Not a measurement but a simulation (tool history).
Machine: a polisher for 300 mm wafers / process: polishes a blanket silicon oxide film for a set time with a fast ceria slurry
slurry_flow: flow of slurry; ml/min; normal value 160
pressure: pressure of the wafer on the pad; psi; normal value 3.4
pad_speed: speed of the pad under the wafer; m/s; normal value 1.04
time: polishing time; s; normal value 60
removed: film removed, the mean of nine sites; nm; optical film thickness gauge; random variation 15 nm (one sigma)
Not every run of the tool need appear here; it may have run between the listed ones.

run   hour  slurry_flow  pressure  pad_speed  time  incoming thickness of the incoming film, nm  removed
  1      0          160       3.4       1.04    60                                       3383.3   1069.2
      18.9  -- slurry nozzle cleaned
      23.7  -- worn pad replaced by a new one
  2   34.9          160       3.4       1.04    54                                       3405.1   1040.4
  3     64          160       3.4       1.04    54                                       3414.3   1043.4
  4   81.4          160       3.4       1.04    60                                       3475.4   1160.7
  5  109.6          160       3.4       1.04    60                                       3377.1   1135.8
  6  132.8          160       3.4       1.04    60                                       3418.2   1135.7
     152.6  -- worn pad replaced by a new one
  7  166.7          160       3.4       1.04    60                                       3362.2     1108
  8    191          160       3.4       1.04    60                                       3451.5   1077.5
  9  211.3          160       3.4       1.04    60                                       3454.9   1096.2
 10  227.5          160       3.4       1.04    60                                         3391   1047.4
       243  -- slurry nozzle cleaned
     300.7  -- worn pad replaced by a new one
 11  316.6          160       3.4       1.04    60                                       3396.2   1123.9
 12  334.2          160       3.4       1.04    60                                       3361.7   1114.6
 13  348.9          160       3.4       1.04    60                                       3343.7   1113.2
 14  377.3          110       4.1       0.74    73                                       3459.7   1020.6
 15  400.8          160       3.4       1.04    60                                         3440   1091.1
 16  412.8          160       3.4       1.04    60                                       3356.7     1089
 17  434.7          160       4.5       1.04    41                                       3445.7    947.9
     452.1  -- worn pad replaced by a new one
 18    459          160       3.4       1.04    60                                       3447.4   1063.6
     476.2  -- slurry nozzle cleaned
     476.4  -- head pressure recalibrated
 19  482.6          115       3.4       1.04    60                                       3403.8   1068.8
 20  514.8          160       3.4       1.04    60                                         3384   1148.8
 21  531.6          160       4.3       1.04    60                                       3371.4   1396.8
 22  555.3          110       4.4        1.3    80                                         3363   2144.3
     581.6  -- worn pad replaced by a new one
 23  582.1          185       4.2       1.04    60                                       3404.7     1403
 24  614.3          105       4.1       0.74    60                                       3377.7    799.2

Run 25, settings as shown, results not yet in. Your forecast:
 25  637.9          195       2.8        1.3    60                                       3350.6        ?

Run 25 produced removed 1223.4 nm.
Without the tool's hidden state the same run would have given removed 1292.1 nm.

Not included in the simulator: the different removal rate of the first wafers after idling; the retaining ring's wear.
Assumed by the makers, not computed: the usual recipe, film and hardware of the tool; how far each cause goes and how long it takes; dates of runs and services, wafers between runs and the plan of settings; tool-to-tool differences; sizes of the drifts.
